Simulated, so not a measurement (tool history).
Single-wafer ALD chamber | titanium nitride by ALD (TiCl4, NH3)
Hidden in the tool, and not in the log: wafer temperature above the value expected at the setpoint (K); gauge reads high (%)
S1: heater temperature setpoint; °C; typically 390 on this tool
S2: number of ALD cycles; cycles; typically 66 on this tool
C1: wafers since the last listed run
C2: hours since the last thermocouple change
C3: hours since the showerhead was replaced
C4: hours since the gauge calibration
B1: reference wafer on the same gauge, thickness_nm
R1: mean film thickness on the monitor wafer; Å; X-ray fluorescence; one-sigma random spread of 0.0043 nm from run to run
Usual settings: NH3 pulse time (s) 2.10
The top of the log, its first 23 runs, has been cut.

{"run": 24, "hour": 559.1, "S1": 383, "S2": 66, "NH3 pulse time (s)": 2.83, "C1": 54, "C2": 78.9, "C3": 364.3, "C4": 315.2, "B1": 1.22, "R1": 14.79}
{"run": 25, "hour": 578.3, "S1": 386, "S2": 60, "NH3 pulse time (s)": 1.33, "C1": 73, "C2": 98.1, "C3": 383.5, "C4": 334.4, "B1": 1.219, "R1": 12.9}
{"run": 26, "hour": 596.4, "S1": 390, "S2": 76, "NH3 pulse time (s)": 2.1, "C1": 69, "C2": 116.2, "C3": 401.6, "C4": 352.5, "B1": 1.22, "R1": 16.82}
{"run": 27, "hour": 616.3, "S1": 390, "S2": 66, "NH3 pulse time (s)": 2.1, "C1": 75, "C2": 136.1, "C3": 421.5, "C4": 372.4, "B1": 1.22, "R1": 14.7}
{"run": 28, "hour": 636.1, "S1": 390, "S2": 66, "NH3 pulse time (s)": 2.1, "C1": 75, "C2": 155.9, "C3": 441.3, "C4": 392.2, "B1": 1.221, "R1": 14.61}
{"run": 29, "hour": 648.6, "S1": 390, "S2": 61, "NH3 pulse time (s)": 1.66, "C1": 47, "C2": 168.4, "C3": 453.8, "C4": 404.7, "B1": 1.22, "R1": 13.42}
{"run": 30, "hour": 675.3, "S1": 377, "S2": 66, "NH3 pulse time (s)": 1.77, "C1": 101, "C2": 195.1, "C3": 480.5, "C4": 431.4, "B1": 1.22, "R1": 14.26}
{"run": 31, "hour": 705.1, "S1": 390, "S2": 66, "NH3 pulse time (s)": 2.1, "C1": 113, "C2": 224.9, "C3": 510.3, "C4": 461.2, "B1": 1.22, "R1": 14.7}
{"run": 32, "hour": 717.6, "S1": 386, "S2": 58, "NH3 pulse time (s)": 2.55, "C1": 47, "C2": 237.4, "C3": 522.8, "C4": 473.7, "B1": 1.22, "R1": 12.98}
{"run": 33, "hour": 734.3, "S1": 390, "S2": 66, "NH3 pulse time (s)": 2.85, "C1": 63, "C2": 254.1, "C3": 539.5, "C4": 490.4, "B1": 1.221, "R1": 14.9}
{"run": 34, "hour": 807.1, "S1": 390, "S2": 66, "NH3 pulse time (s)": 2.1, "C1": 277, "C2": 326.9, "C3": 612.3, "C4": 563.2, "B1": 1.22, "R1": 14.71}
{"run": 35, "hour": 819.7, "S1": 376, "S2": 72, "NH3 pulse time (s)": 1.45, "C1": 48, "C2": 339.5, "C3": 624.9, "C4": 575.8, "B1": 1.221, "R1": 15.35}
{"run": 36, "hour": 847.2, "S1": 380, "S2": 78, "NH3 pulse time (s)": 2.37, "C1": 104, "C2": 367.0, "C3": 652.4, "C4": 603.3, "B1": 1.219, "R1": 17.16}
{"run": 37, "hour": 870.0, "S1": 380, "S2": 78, "NH3 pulse time (s)": 2.37, "C1": 86, "C2": 389.8, "C3": 675.2, "C4": 626.1, "B1": 1.22, "R1": 17.26}
{"run": 38, "hour": 886.3, "S1": 390, "S2": 66, "NH3 pulse time (s)": 2.1, "C1": 62, "C2": 406.1, "C3": 691.5, "C4": 642.4, "B1": 1.222, "R1": 14.57}
{"run": 39, "hour": 911.3, "S1": 385, "S2": 66, "NH3 pulse time (s)": 1.83, "C1": 95, "C2": 431.1, "C3": 716.5, "C4": 667.4, "B1": 1.218, "R1": 14.52}

Consider 5 possible next runs. They are alternatives, not a sequence: every one starts from the tool as it was left by run 39. What does each give?
{"run": "A", "hour": 911.8, "S1": 390, "S2": 66, "NH3 pulse time (s)": 2.82, "C1": 1, "C2": 431.6, "C3": 717.0, "C4": 667.9, "B1": "?", "R1": "?"}
{"run": "B", "hour": 911.8, "S1": 399, "S2": 77, "NH3 pulse time (s)": 1.72, "C1": 1, "C2": 431.6, "C3": 717.0, "C4": 667.9, "B1": "?", "R1": "?"}
{"run": "C", "hour": 911.8, "S1": 375, "S2": 66, "NH3 pulse time (s)": 2.43, "C1": 1, "C2": 431.6, "C3": 717.0, "C4": 667.9, "B1": "?", "R1": "?"}
{"run": "D", "hour": 911.8, "S1": 390, "S2": 71, "NH3 pulse time (s)": 2.7, "C1": 1, "C2": 431.6, "C3": 717.0, "C4": 667.9, "B1": "?", "R1": "?"}
{"run": "E", "hour": 911.8, "S1": 402, "S2": 61, "NH3 pulse time (s)": 2.72, "C1": 1, "C2": 431.6, "C3": 717.0, "C4": 667.9, "B1": "?", "R1": "?"}

run=A B1=1.220 R1=14.83
run=B B1=1.220 R1=17.08
run=C B1=1.220 R1=14.53
run=D B1=1.220 R1=15.93
run=E B1=1.220 R1=13.79
With the hidden condition removed and each run's random variation left untouched, the same runs would have given:
run=A R1=14.83
run=B R1=17.08
run=C R1=14.53
run=D R1=15.93
run=E R1=13.79

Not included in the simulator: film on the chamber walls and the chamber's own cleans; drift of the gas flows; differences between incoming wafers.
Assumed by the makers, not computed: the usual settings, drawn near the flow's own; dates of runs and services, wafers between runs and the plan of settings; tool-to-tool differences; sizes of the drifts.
